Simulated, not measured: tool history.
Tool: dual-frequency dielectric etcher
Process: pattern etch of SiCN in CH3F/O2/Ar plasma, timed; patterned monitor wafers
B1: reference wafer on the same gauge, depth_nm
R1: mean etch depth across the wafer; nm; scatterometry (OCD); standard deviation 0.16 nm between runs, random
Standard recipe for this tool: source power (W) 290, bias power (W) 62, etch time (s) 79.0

Run 1, hour 0.0: usual settings; B1 28.08. Result: R1 24.83 nm.
Run 2, hour 34.1: usual settings; B1 28.09. Result: R1 24.94 nm.
At hour 79.2: wet clean of the chamber.
Run 3, hour 124.4: usual settings; B1 28.11. Result: R1 24.24 nm.
Run 4, hour 150.4: usual settings but bias power (W) 70; B1 28.13. Result: R1 25.16 nm.
Run 5, hour 162.7: usual settings; B1 28.12. Result: R1 23.65 nm.
Run 6, hour 176.4: usual settings; B1 28.07. Result: R1 23.97 nm.
Run 7, hour 211.3: usual settings; B1 28.10. Result: R1 24.02 nm.
Run 8, hour 224.9: usual settings but bias power (W) 68; B1 28.13. Result: R1 25.36 nm.
Run 9, hour 260.4: usual settings but bias power (W) 68; B1 28.13. Result: R1 25.51 nm.
Run 10, hour 282.0: usual settings but source power (W) 260, etch time (s) 97.0; B1 28.10. Result: R1 27.71 nm.
At hour 286.0: gauge calibrated.
At hour 313.6: source power generator calibrated.
Run 11, hour 314.1: usual settings but source power (W) 260, etch time (s) 97.0; B1 28.14. Result: R1 27.98 nm.
Run 12, hour 335.1: usual settings but source power (W) 260, etch time (s) 97.0; B1 28.09. Result: R1 28.33 nm.
Run 13, hour 352.7: usual settings but source power (W) 250, bias power (W) 68, etch time (s) 69.5; B1 28.13. Result: R1 20.87 nm.
At hour 392.4: bias power generator calibrated.
At hour 402.7: upper electrode replaced.
Run 14, hour 403.2: usual settings but source power (W) 240, etch time (s) 71.5; B1 28.11. Result: R1 19.90 nm.
Run 15, hour 403.5: usual settings; B1 28.11. Result: R1 24.85 nm.
At hour 431.4: wet clean of the chamber.
Run 16, hour 431.9: usual settings but source power (W) 240, etch time (s) 90.5; B1 28.09. Result: R1 24.14 nm.
Run 17, hour 458.6: usual settings but bias power (W) 76, etch time (s) 64.5; B1 28.09. Result: R1 21.53 nm.
Run 18, hour 472.8: usual settings but source power (W) 230, bias power (W) 51, etch time (s) 63.5; B1 28.10. Result: R1 14.77 nm.
Run 19, hour 494.5: usual settings but source power (W) 340, bias power (W) 51, etch time (s) 102.0; B1 28.13. Result: R1 30.51 nm.
Run 20, hour 522.9: usual settings but source power (W) 230, bias power (W) 70, etch time (s) 60.0; B1 28.12. Result: R1 16.76 nm.
Run 21, hour 549.4: usual settings; B1 28.13. Result: R1 24.00 nm.
Run 22, hour 579.0: usual settings but source power (W) 360; B1 28.11. Result: R1 27.28 nm.
Run 23, hour 613.7: usual settings; B1 28.12. Result: R1 24.07 nm.
Run 24, hour 634.6: usual settings; B1 28.10. Result: R1 24.24 nm.

Forecast each of these 5 alternatives for the next run:
Run A, hour 635.0: usual settings but etch time (s) 90.0; B1 ?. Result: R1 ?.
Run B, hour 635.0: usual settings but etch time (s) 96.5; B1 ?. Result: R1 ?.
Run C, hour 635.0: usual settings but source power (W) 330, bias power (W) 76; B1 ?. Result: R1 ?.
Run D, hour 635.0: usual settings but source power (W) 220, bias power (W) 77, etch time (s) 72.0; B1 ?. Result: R1 ?.
Run E, hour 635.0: usual settings but bias power (W) 72, etch time (s) 66.0; B1 ?. Result: R1 ?.

run     B1     R1
  A  28.07  27.95
  B  28.07  29.97
  C  28.07  29.38
  D  28.07  20.93
  E  28.07  22.17
What these runs would have given with no unlogged condition in the tool:
run     R1
  A  27.36
  B  29.33
  C  28.76
  D  20.48
  E  21.70
